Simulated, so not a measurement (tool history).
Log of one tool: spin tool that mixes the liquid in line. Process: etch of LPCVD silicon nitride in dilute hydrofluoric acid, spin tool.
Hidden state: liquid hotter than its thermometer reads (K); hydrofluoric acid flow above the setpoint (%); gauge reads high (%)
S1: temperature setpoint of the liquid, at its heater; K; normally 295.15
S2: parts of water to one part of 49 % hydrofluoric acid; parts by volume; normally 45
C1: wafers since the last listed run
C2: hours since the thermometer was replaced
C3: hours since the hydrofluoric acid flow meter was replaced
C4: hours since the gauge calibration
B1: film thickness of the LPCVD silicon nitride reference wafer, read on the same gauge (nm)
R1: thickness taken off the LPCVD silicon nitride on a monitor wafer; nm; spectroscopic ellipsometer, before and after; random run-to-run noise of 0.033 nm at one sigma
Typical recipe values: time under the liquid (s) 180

Run 1, hour 0.0: usual settings but S1 292.65 K; C1 0; C2 1718.7; C3 285.7; C4 2697.0; B1 30.018. Result: R1 1.996 nm.
Run 2, hour 78.6: usual settings but S1 299.15 K; C1 796; C2 1797.3; C3 364.3; C4 2775.6; B1 30.013. Result: R1 3.106 nm.
At hour 143.3: gauge calibrated.
Run 3, hour 144.6: usual settings; C1 668; C2 1863.3; C3 430.3; C4 1.3; B1 29.978. Result: R1 2.397 nm.
Run 4, hour 181.0: usual settings but S1 298.65 K; C1 368; C2 1899.7; C3 466.7; C4 37.7; B1 30.004. Result: R1 3.066 nm.
Run 5, hour 257.2: usual settings but S1 298.65 K; C1 772; C2 1975.9; C3 542.9; C4 113.9; B1 30.026. Result: R1 3.090 nm.
At hour 275.7: hydrofluoric acid flow meter replaced.
Run 6, hour 330.5: usual settings but S1 298.65 K; C1 732; C2 2049.2; C3 54.8; C4 187.2; B1 30.008. Result: R1 2.925 nm.
Run 7, hour 385.5: usual settings but time under the liquid (s) 145; C1 557; C2 2104.2; C3 109.8; C4 242.2; B1 30.002. Result: R1 1.858 nm.
Run 8, hour 465.0: usual settings but time under the liquid (s) 145; C1 805; C2 2183.7; C3 189.3; C4 321.7; B1 30.012. Result: R1 1.950 nm.
Run 9, hour 522.7: usual settings; C1 584; C2 2241.4; C3 247.0; C4 379.4; B1 29.963. Result: R1 2.352 nm.
Run 10, hour 578.8: usual settings; C1 568; C2 2297.5; C3 303.1; C4 435.5; B1 30.033. Result: R1 2.454 nm.
Run 11, hour 721.5: usual settings; C1 1446; C2 2440.2; C3 445.8; C4 578.2; B1 30.026. Result: R1 2.516 nm.
Run 12, hour 791.6: usual settings but time under the liquid (s) 145; C1 710; C2 2510.3; C3 515.9; C4 648.3; B1 29.998. Result: R1 2.036 nm.
Run 13, hour 858.6: usual settings but S1 293.65 K; C1 678; C2 2577.3; C3 582.9; C4 715.3; B1 30.022. Result: R1 2.294 nm.
At hour 904.8: hydrofluoric acid flow meter replaced.
Run 14, hour 924.6: usual settings but S1 291.65 K, time under the liquid (s) 85; C1 658; C2 2643.3; C3 19.8; C4 781.3; B1 30.005. Result: R1 0.861 nm.
Run 15, hour 977.8: usual settings but time under the liquid (s) 110; C1 539; C2 2696.5; C3 73.0; C4 834.5; B1 29.973. Result: R1 1.412 nm.
At hour 1031.1: thermometer replaced.
Run 16, hour 1063.4: usual settings; C1 857; C2 32.3; C3 158.6; C4 920.1; B1 29.995. Result: R1 2.010 nm.
Run 17, hour 1136.5: usual settings but S1 298.15 K, S2 40 parts by volume, time under the liquid (s) 105; C1 740; C2 105.4; C3 231.7; C4 993.2; B1 30.003. Result: R1 1.628 nm.
Run 18, hour 1222.7: usual settings but S2 35 parts by volume, time under the liquid (s) 135; C1 873; C2 191.6; C3 317.9; C4 1079.4; B1 29.977. Result: R1 1.995 nm.
Run 19, hour 1313.6: usual settings but S1 299.15 K, S2 55 parts by volume; C1 921; C2 282.5; C3 408.8; C4 1170.3; B1 29.984. Result: R1 2.340 nm.
Run 20, hour 1394.3: usual settings; C1 817; C2 363.2; C3 489.5; C4 1251.0; B1 30.025. Result: R1 2.172 nm.
Run 21, hour 1437.8: usual settings but S1 293.65 K, time under the liquid (s) 280; C1 440; C2 406.7; C3 533.0; C4 1294.5; B1 30.020. Result: R1 3.172 nm.
At hour 1512.3: hydrofluoric acid flow meter replaced.
Run 22, hour 1516.9: usual settings but S1 299.15 K, S2 30 parts by volume, time under the liquid (s) 230; C1 791; C2 485.8; C3 4.6; C4 1373.6; B1 29.994. Result: R1 4.954 nm.
Run 23, hour 1560.9: usual settings but time under the liquid (s) 145; C1 445; C2 529.8; C3 48.6; C4 1417.6; B1 30.012. Result: R1 1.718 nm.
Run 24, hour 1628.0: usual settings but S1 298.15 K, S2 30 parts by volume; C1 679; C2 596.9; C3 115.7; C4 1484.7; B1 29.984. Result: R1 3.899 nm.
Run 25, hour 1678.1: usual settings; C1 507; C2 647.0; C3 165.8; C4 1534.8; B1 30.059. Result: R1 2.131 nm.
Run 26, hour 1751.7: usual settings but S2 55 parts by volume, time under the liquid (s) 85; C1 745; C2 720.6; C3 239.4; C4 1608.4; B1 30.029. Result: R1 0.848 nm.
Run 27, hour 1829.4: usual settings but S1 293.65 K, S2 65 parts by volume; C1 787; C2 798.3; C3 317.1; C4 1686.1; B1 29.990. Result: R1 1.436 nm.
Run 28, hour 2066.2: usual settings; C1 2399; C2 1035.1; C3 553.9; C4 1922.9; B1 29.999. Result: R1 2.325 nm.
Run 29, hour 2138.1: usual settings; C1 728; C2 1107.0; C3 625.8; C4 1994.8; B1 30.001. Result: R1 2.320 nm.
At hour 2210.6: hydrofluoric acid flow meter replaced.
Run 30, hour 2228.2: usual settings but S1 298.65 K, S2 55 parts by volume, time under the liquid (s) 250; C1 902; C2 1197.1; C3 17.6; C4 2084.9; B1 29.968. Result: R1 3.025 nm.
Run 31, hour 2324.9: usual settings but S1 293.65 K, S2 55 parts by volume; C1 979; C2 1293.8; C3 114.3; C4 2181.6; B1 29.970. Result: R1 1.659 nm.

A few steps of R1 between consecutive runs. Split each: what settings, incoming material and random variation would produce without the hidden state, and what is left over for the hidden state, along with gauge scatter present in only one of the two compared results (measured, and without hidden state):
Run 1 -> 2: S1 292.65 -> 299.15. R1 +1.110 nm: hidden state +0.205, all else +0.905.
Run 13 -> 14: S1 293.65 -> 291.65, time under the liquid (s) 180 -> 85, hydrofluoric acid flow meter replaced. R1 -1.433 nm: hidden state -0.428, all else -1.005.
Run 21 -> 22: S1 293.65 -> 299.15, S2 45 -> 30, time under the liquid (s) 280 -> 230, hydrofluoric acid flow meter replaced. R1 +1.782 nm: hidden state -0.088, all else +1.870.
Run 22 -> 23: S1 299.15 -> 295.15, S2 30 -> 45, time under the liquid (s) 230 -> 145. R1 -3.236 nm: hidden state -0.165, all else -3.071.
Run 23 -> 24: S1 295.15 -> 298.15, S2 45 -> 30, time under the liquid (s) 145 -> 180. R1 +2.181 nm: hidden state +0.200, all else +1.981.
Run 27 -> 28: S1 293.65 -> 295.15, S2 65 -> 45. R1 +0.889 nm: hidden state +0.218, all else +0.671.
